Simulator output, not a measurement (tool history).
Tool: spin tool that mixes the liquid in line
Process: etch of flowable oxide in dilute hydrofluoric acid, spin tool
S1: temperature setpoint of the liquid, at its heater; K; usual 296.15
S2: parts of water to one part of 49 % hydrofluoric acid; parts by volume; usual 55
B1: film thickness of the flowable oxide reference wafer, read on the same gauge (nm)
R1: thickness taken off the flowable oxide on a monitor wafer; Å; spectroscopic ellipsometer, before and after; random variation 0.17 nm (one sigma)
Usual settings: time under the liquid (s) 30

run 1 hour=0.0 | S1=296.15 S2=55 time_under_the_liquid_(s)=30 | B1=50.01 | R1=247.1
run 2 hour=43.6 | S1=296.15 S2=55 time_under_the_liquid_(s)=40 | B1=50.01 | R1=333.4
run 3 hour=312.4 | S1=296.15 S2=55 time_under_the_liquid_(s)=40 | B1=49.99 | R1=331.3
run 4 hour=357.7 | S1=296.15 S2=55 time_under_the_liquid_(s)=40 | B1=50.01 | R1=327.8
run 5 hour=435.2 | S1=296.15 S2=55 time_under_the_liquid_(s)=30 | B1=50.00 | R1=248.4
run 6 hour=495.6 | S1=296.15 S2=55 time_under_the_liquid_(s)=30 | B1=50.01 | R1=244.7
run 7 hour=551.4 | S1=296.15 S2=55 time_under_the_liquid_(s)=30 | B1=49.98 | R1=247.8
run 8 hour=652.5 | S1=296.15 S2=55 time_under_the_liquid_(s)=30 | B1=49.99 | R1=247.9
run 9 hour=755.4 | S1=296.15 S2=55 time_under_the_liquid_(s)=30 | B1=50.00 | R1=245.8
run 10 hour=795.2 | S1=299.15 S2=55 time_under_the_liquid_(s)=40 | B1=50.01 | R1=369.9
run 11 hour=840.4 | S1=298.15 S2=55 time_under_the_liquid_(s)=30 | B1=50.01 | R1=264.4
run 12 hour=1089.3 | S1=298.15 S2=55 time_under_the_liquid_(s)=30 | B1=50.01 | R1=280.3
run 13 hour=1152.4 | S1=293.65 S2=40 time_under_the_liquid_(s)=25 | B1=50.01 | R1=272.5
run 14 hour=1246.2 | S1=298.15 S2=25 time_under_the_liquid_(s)=25 | B1=50.00 | R1=531.7
run 15 hour=1340.3 | S1=296.15 S2=55 time_under_the_liquid_(s)=30 | B1=49.98 | R1=258.3
run 16 hour=1431.3 | S1=291.65 S2=30 time_under_the_liquid_(s)=15 | B1=49.99 | R1=201.7
run 17 hour=1520.9 | S1=300.15 S2=40 time_under_the_liquid_(s)=20 | B1=50.00 | R1=284.2
run 18 hour=1607.6 | S1=294.15 S2=65 time_under_the_liquid_(s)=45 | B1=50.00 | R1=298.4
run 19 hour=1694.0 | S1=298.15 S2=25 time_under_the_liquid_(s)=25 | B1=49.98 | R1=530.1
run 20 hour=1730.7 | S1=298.65 S2=45 time_under_the_liquid_(s)=45 | B1=50.02 | R1=523.1
run 21 hour=1804.5 | S1=297.65 S2=85 time_under_the_liquid_(s)=35 | B1=50.00 | R1=199.5
run 22 hour=1888.3 | S1=293.65 S2=40 time_under_the_liquid_(s)=40 | B1=50.00 | R1=424.7
run 23 hour=1976.7 | S1=296.15 S2=30 time_under_the_liquid_(s)=40 | B1=49.99 | R1=646.6
run 24 hour=2055.0 | S1=292.15 S2=30 time_under_the_liquid_(s)=45 | B1=50.01 | R1=596.9

Not shown: 4 entries that the log had between the listed runs. Between which runs, and how does the tool's hidden state differ before and after?
Between runs 2 and 3: gauge calibrated (hour 213.6)
  hydrofluoric acid flow below the setpoint (%): 3.75 -> 4.47
  measured less the result without the state, R1: -14.0 -> -16.6 Å
Between runs 11 and 12: hydrofluoric acid flow meter replaced (hour 1062.6)
  hydrofluoric acid flow below the setpoint (%): 5.87 -> 0.391
  measured less the result without the state, R1: -17.8 -> -1.2 Å
Between runs 15 and 16: gauge calibrated (hour 1347.7)
  hydrofluoric acid flow below the setpoint (%): 1.06 -> 1.3
  measured less the result without the state, R1: -3.0 -> -2.7 Å
Between runs 17 and 18: thermometer replaced (hour 1550.7)
  hydrofluoric acid flow below the setpoint (%): 1.53 -> 1.76
  measured less the result without the state, R1: -4.7 -> -5.8 Å
